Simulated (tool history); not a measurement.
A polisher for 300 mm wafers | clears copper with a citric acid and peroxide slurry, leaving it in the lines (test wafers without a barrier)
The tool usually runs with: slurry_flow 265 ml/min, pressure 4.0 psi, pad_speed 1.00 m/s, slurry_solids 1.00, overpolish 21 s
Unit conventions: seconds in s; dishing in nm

run    hour  slurry_flow  pressure  pad_speed  slurry_solids  overpolish  incoming thickness of the incoming film, nm  seconds  dishing
  1     0.0          265       4.0       1.00           1.00          21                                        416.7    141.1     45.4
  2    27.1          265       4.0       1.00           1.00          21                                        413.5    139.3     44.4
  3    97.1          265       4.0       1.00           1.00          21                                        411.3    135.2     43.5
  4   152.5          265       4.0       1.00           1.00          21                                        414.7    138.2     44.7
  5   206.7          265       4.0       1.00           1.00          21                                        417.2    140.2     45.0
      257.6  -- slurry nozzle cleaned
  6   278.7          265       4.0       1.00           1.00          21                                        411.4    138.6     44.9
  7   344.5          175       4.0       0.72           1.00          21                                        415.2    185.1     34.5
      371.6  -- worn pad replaced by a new one
  8   372.1          265       4.0       1.12           1.00          21                                        414.2    127.7     47.0
  9   402.3          225       4.0       0.80           1.00          21                                        413.0    164.7     39.4
      435.5  -- head pressure recalibrated
      462.1  -- slurry blender recalibrated
 10   471.7          265       5.2       1.22           1.00          21                                        414.8     90.5     62.9
 11   505.6          265       4.0       1.00           1.10          21                                        409.3    138.0     44.1
 12   556.7          265       4.4       0.90           1.10          33                                        412.7    131.7     67.6
 13   623.2          265       2.6       1.32           1.25          21                                        409.0    162.5     39.4
 14   668.4          235       3.4       1.00           1.00          27                                        410.9    165.2     46.8
 15   733.3          220       4.0       0.66           0.85          26                                        418.5    199.0     40.1
 16   802.3          180       4.0       1.00           0.70          16                                        408.5    151.8     31.4
      856.7  -- slurry nozzle cleaned
 17   859.8          265       4.0       1.24           1.00          30                                        422.0    117.1     67.4
      906.5  -- worn pad replaced by a new one
 18   994.3          265       4.0       1.00           1.00          21                                        416.4    136.3     46.2
     1001.9  -- slurry blender recalibrated
 19  1062.3          265       4.0       0.86           1.00          21                                        415.1    155.3     40.9
 20  1109.8          320       3.6       1.00           1.00          21                                        421.5    154.7     41.6
 21  1179.9          265       4.8       1.32           1.00          21                                        409.9     90.0     63.3
 22  1240.2          265       5.3       0.70           1.00          21                                        418.5    137.3     45.6
 23  1278.9          265       4.0       1.00           1.00          14                                        412.2    138.4     31.5
 24  1320.9          265       3.1       1.00           1.00          21                                        413.0    180.3     37.0
 25  1370.8          265       4.0       1.00           1.25          30                                        413.8    135.7     61.9
 26  1411.1          265       4.6       1.14           1.00           9                                        418.7    111.7     25.9
     1417.7  -- worn pad replaced by a new one
     1456.3  -- slurry nozzle cleaned
 27  1456.8          265       4.0       1.00           1.00          21                                        418.5    137.9     44.6

Consider 5 possible next runs. They are alternatives, not a sequence: every one starts from the tool as it was left by run 27. What does each give?
  A  1457.3          265       4.0       1.00           1.20          21                                        414.2        ?        ?
  B  1457.3          210       3.6       1.00           1.00          28                                        414.2        ?        ?
  C  1457.3          265       5.3       1.00           1.00           9                                        414.2        ?        ?
  D  1457.3          325       4.0       1.00           0.90          21                                        414.2        ?        ?
  E  1457.3          290       4.6       1.00           1.00          21                                        414.2        ?        ?

run  seconds  dishing
  A    131.2     45.9
  B    154.5     50.7
  C    103.2     27.0
  D    136.6     44.4
  E    117.7     50.6
With the hidden condition removed and each run's random variation left untouched, the same runs would have given:
run  seconds  dishing
  A    131.2     45.9
  B    154.5     50.7
  C    103.2     27.0
  D    136.6     44.4
  E    117.7     50.6

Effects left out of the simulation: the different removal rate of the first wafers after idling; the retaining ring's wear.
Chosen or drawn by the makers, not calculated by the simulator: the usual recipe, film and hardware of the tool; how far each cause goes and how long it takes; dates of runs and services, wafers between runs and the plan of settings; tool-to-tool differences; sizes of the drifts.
